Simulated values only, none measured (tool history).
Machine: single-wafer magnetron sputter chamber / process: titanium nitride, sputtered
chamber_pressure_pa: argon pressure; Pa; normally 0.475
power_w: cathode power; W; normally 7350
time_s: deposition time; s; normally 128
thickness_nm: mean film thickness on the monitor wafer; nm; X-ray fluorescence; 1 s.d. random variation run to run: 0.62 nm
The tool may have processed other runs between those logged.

run	hour	chamber_pressure_pa	power_w	time_s	wafers since the last listed run	wafers on the sputter target	hours since the last manometer calibration	hours since the magnet pack was replaced	hours since the gauge calibration	read-back reference wafer on the same gauge, thickness_nm	thickness_nm
1	0	0.414	7350	128	0	920	1094.1	6377	1032.9	212.012	188.059
2	79.3	0.414	7350	128	1275	2196	1173.4	6456.3	1112.2	211.974	187.205
# hour 115: gauge calibrated
3	122.9	0.475	7350	128	701	2897	1217	6499.9	7.9	212.017	183.707
4	227.8	0.475	7350	128	1687	4585	1321.9	6604.8	112.8	212.019	184.8
5	280.5	0.405	7350	128	847	5433	1374.6	6657.5	165.5	212.022	186.95
# hour 332.5: sputter target and shields replaced
6	333	0.475	7350	128	715	8	1427.1	6710	218	212.03	185.024
7	405.5	0.475	7350	128	1166	1174	1499.6	6782.5	290.5	212.041	185.697
8	475.7	0.475	7350	128	1129	2303	1569.8	6852.7	360.7	211.999	184.736
9	534.2	0.475	7350	128	941	3245	1628.3	6911.2	419.2	212.124	185.146
10	602.1	0.475	7350	128	1092	4337	1696.2	6979.1	487.1	211.994	183.743
11	666.5	0.384	7350	128	1036	5373	1760.6	7043.5	551.5	212.038	190.169
# hour 682.3: sputter target and shields replaced
12	748.8	0.384	7350	128	1195	1069	1842.9	7125.8	633.8	211.885	190.237
13	841.5	0.475	7350	128	1491	2560	1935.6	7218.5	726.5	211.981	183.697
14	920.6	0.475	7350	128	1272	3833	2014.7	7297.6	805.6	211.927	185.257
15	1003.6	0.475	7350	128	1335	5168	2097.7	7380.6	888.6	212.134	185.033
# hour 1059: capacitance manometer re-zeroed and calibrated
# hour 1108.1: sputter target and shields replaced
16	1110.3	0.475	7350	106	1459	35	51.3	7487.3	995.3	212.005	149.926
17	1191.1	0.638	5950	142	1300	1335	132.1	7568.1	1076.1	212.021	167.764
# hour 1272: gauge calibrated
18	1288	0.384	7350	128	1559	2894	229	7665	16	211.831	188.584
# hour 1360.7: magnet pack replaced, of another model than before
19	1388.1	0.475	7350	128	1481	4376	329.1	27.4	116.1	212.091	181.611
20	1470.8	0.388	6200	105	1330	5707	411.8	110.1	198.8	212.016	137.891
# hour 1500.7: sputter target and shields replaced
21	1553.2	0.605	6100	128	1197	844	494.2	192.5	281.2	212.036	158.409
22	1644.3	0.475	7350	143	1465	2310	585.3	283.6	372.3	211.982	203.6
23	1702.9	0.475	7350	121	942	3253	643.9	342.2	430.9	212.079	172.378
24	1747.1	0.475	7350	120	711	3964	688.1	386.4	475.1	211.977	171.173
25	1788.5	0.475	7350	128	666	4630	729.5	427.8	516.5	212.02	182.902
26	1859.6	0.291	7350	128	1143	5774	800.6	498.9	587.6	212.122	192.093
# hour 1907.7: sputter target and shields replaced
27	1946.1	0.358	5950	128	1262	617	887.1	585.4	674.1	212.074	165.631
28	2001.1	0.293	9100	128	884	1502	942.1	640.4	729.1	212.02	219.014

Each run again, without the hidden state but with its own random variation kept:
The tool's hidden condition here consists of: deposition rate above that of a new target (%); true argon pressure above the setpoint (%); gauge reads high (%).
run	thickness_nm
1	184.928
2	183.984
3	180.065
4	181.007
5	183.581
6	181.113
7	181.702
8	180.7
9	181.054
10	179.632
11	186.627
12	186.651
13	179.44
14	180.925
15	180.669
16	149.454
17	166.536
18	187.308
19	180.263
20	136.839
21	156.6
22	201.394
23	170.401
24	169.133
25	180.65
26	190.232
27	163.73
28	216.702

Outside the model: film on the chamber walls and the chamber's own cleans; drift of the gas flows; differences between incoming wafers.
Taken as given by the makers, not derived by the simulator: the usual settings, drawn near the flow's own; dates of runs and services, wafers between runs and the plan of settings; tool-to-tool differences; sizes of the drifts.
